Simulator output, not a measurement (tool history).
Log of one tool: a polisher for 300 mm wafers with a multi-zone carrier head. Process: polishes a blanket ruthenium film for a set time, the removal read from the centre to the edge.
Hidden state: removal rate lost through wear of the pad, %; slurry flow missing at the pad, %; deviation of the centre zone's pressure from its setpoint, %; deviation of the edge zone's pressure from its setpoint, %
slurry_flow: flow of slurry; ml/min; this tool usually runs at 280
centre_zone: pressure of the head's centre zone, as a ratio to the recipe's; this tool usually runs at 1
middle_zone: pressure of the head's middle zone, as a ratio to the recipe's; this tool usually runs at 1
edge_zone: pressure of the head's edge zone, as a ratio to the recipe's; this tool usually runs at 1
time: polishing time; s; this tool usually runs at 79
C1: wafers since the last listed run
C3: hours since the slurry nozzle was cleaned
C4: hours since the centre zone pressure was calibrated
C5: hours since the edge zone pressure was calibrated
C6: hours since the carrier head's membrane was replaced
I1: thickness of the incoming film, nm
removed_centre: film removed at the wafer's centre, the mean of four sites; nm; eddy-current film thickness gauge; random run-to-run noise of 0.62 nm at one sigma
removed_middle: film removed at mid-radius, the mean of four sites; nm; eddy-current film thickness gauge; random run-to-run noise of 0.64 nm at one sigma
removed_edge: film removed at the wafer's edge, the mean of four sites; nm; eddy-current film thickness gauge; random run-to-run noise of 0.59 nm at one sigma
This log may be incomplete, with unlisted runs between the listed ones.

run 1 hour=0 | slurry_flow=355 centre_zone=1 middle_zone=1 edge_zone=1 time=79 | C1=0 wafers_polished_on_this_pad=522 C3=403.5 C4=213.3 C5=336.2 C6=392.4 | I1=464 | removed_centre=82.2 removed_middle=82 removed_edge=78.9
run 2 hour=13.1 | slurry_flow=355 centre_zone=1 middle_zone=1 edge_zone=1 time=79 | C1=178 wafers_polished_on_this_pad=701 C3=416.6 C4=226.4 C5=349.3 C6=405.5 | I1=474.5 | removed_centre=81.6 removed_middle=81.6 removed_edge=78.9
run 3 hour=21.8 | slurry_flow=280 centre_zone=1 middle_zone=1 edge_zone=1 time=79 | C1=118 wafers_polished_on_this_pad=820 C3=425.3 C4=235.1 C5=358 C6=414.2 | I1=472.2 | removed_centre=77.9 removed_middle=80.1 removed_edge=76.6
run 4 hour=35.7 | slurry_flow=280 centre_zone=1 middle_zone=1 edge_zone=1 time=79 | C1=189 wafers_polished_on_this_pad=1009 C3=439.2 C4=249 C5=371.9 C6=428.1 | I1=472.3 | removed_centre=77.4 removed_middle=78.5 removed_edge=75.4
run 5 hour=49.7 | slurry_flow=280 centre_zone=1 middle_zone=0.96 edge_zone=0.95 time=79 | C1=190 wafers_polished_on_this_pad=1200 C3=453.2 C4=263 C5=385.9 C6=442.1 | I1=473.9 | removed_centre=75.4 removed_middle=73.7 removed_edge=72.8
-- hour=54.6 worn pad replaced by a new one
run 6 hour=61.7 | slurry_flow=280 centre_zone=1 middle_zone=1 edge_zone=1 time=79 | C1=109 wafers_polished_on_this_pad=96 C3=465.2 C4=275 C5=397.9 C6=454.1 | I1=472 | removed_centre=81.6 removed_middle=81.5 removed_edge=79.9
run 7 hour=69.6 | slurry_flow=280 centre_zone=1 middle_zone=1 edge_zone=1 time=79 | C1=107 wafers_polished_on_this_pad=204 C3=473.1 C4=282.9 C5=405.8 C6=462 | I1=466 | removed_centre=80.7 removed_middle=82 removed_edge=79.5
-- hour=86.3 centre zone pressure recalibrated
run 8 hour=87.2 | slurry_flow=280 centre_zone=1 middle_zone=1 edge_zone=1 time=79 | C1=212 wafers_polished_on_this_pad=417 C3=490.7 C4=0.9 C5=423.4 C6=479.6 | I1=476.4 | removed_centre=79.9 removed_middle=81.9 removed_edge=77.7
-- hour=104 edge zone pressure recalibrated
run 9 hour=116.8 | slurry_flow=380 centre_zone=1 middle_zone=1 edge_zone=0.91 time=79 | C1=376 wafers_polished_on_this_pad=793 C3=520.3 C4=30.5 C5=12.8 C6=509.2 | I1=471.4 | removed_centre=81.3 removed_middle=82.3 removed_edge=74.4
run 10 hour=138.9 | slurry_flow=280 centre_zone=1 middle_zone=1 edge_zone=1.04 time=79 | C1=301 wafers_polished_on_this_pad=1095 C3=542.4 C4=52.6 C5=34.9 C6=531.3 | I1=469 | removed_centre=76 removed_middle=75.7 removed_edge=76.9
run 11 hour=147.4 | slurry_flow=355 centre_zone=1 middle_zone=1 edge_zone=1 time=79 | C1=115 wafers_polished_on_this_pad=1211 C3=550.9 C4=61.1 C5=43.4 C6=539.8 | I1=469.4 | removed_centre=77.1 removed_middle=78.5 removed_edge=74.1
run 12 hour=154.2 | slurry_flow=280 centre_zone=1 middle_zone=1.06 edge_zone=1 time=79 | C1=92 wafers_polished_on_this_pad=1303 C3=557.7 C4=67.9 C5=50.2 C6=546.6 | I1=474.6 | removed_centre=73.4 removed_middle=79.6 removed_edge=72.7
-- hour=166 worn pad replaced by a new one
run 13 hour=182.8 | slurry_flow=280 centre_zone=1.04 middle_zone=1.04 edge_zone=1 time=79 | C1=335 wafers_polished_on_this_pad=228 C3=586.3 C4=96.5 C5=78.8 C6=575.2 | I1=470 | removed_centre=84.3 removed_middle=84.1 removed_edge=77.2
-- hour=190.7 carrier head's membrane replaced by a new one
-- hour=192.9 slurry nozzle cleaned
run 14 hour=195.4 | slurry_flow=280 centre_zone=1.07 middle_zone=0.88 edge_zone=1 time=79 | C1=89 wafers_polished_on_this_pad=318 C3=2.5 C4=109.1 C5=91.4 C6=4.7 | I1=475.9 | removed_centre=86.6 removed_middle=74.4 removed_edge=77.9
run 15 hour=205.1 | slurry_flow=185 centre_zone=1 middle_zone=0.96 edge_zone=1 time=103 | C1=132 wafers_polished_on_this_pad=451 C3=12.2 C4=118.8 C5=101.1 C6=14.4 | I1=471.8 | removed_centre=97 removed_middle=96.9 removed_edge=97.6

Expected results for the next run?
run 16 hour=221.8 | slurry_flow=280 centre_zone=1.05 middle_zone=1.12 edge_zone=1.11 time=65 | C1=227 wafers_polished_on_this_pad=678 C3=28.9 C4=135.5 C5=117.8 C6=31.1 | I1=470 | removed_centre=? removed_middle=? removed_edge=?

removed_centre: 67.9 nm
removed_middle: 70.5 nm
removed_edge: 67 nm
Without the tool's hidden state the same run would have given removed_centre 70.2 nm, removed_middle 72.9 nm, removed_edge 69.3 nm.

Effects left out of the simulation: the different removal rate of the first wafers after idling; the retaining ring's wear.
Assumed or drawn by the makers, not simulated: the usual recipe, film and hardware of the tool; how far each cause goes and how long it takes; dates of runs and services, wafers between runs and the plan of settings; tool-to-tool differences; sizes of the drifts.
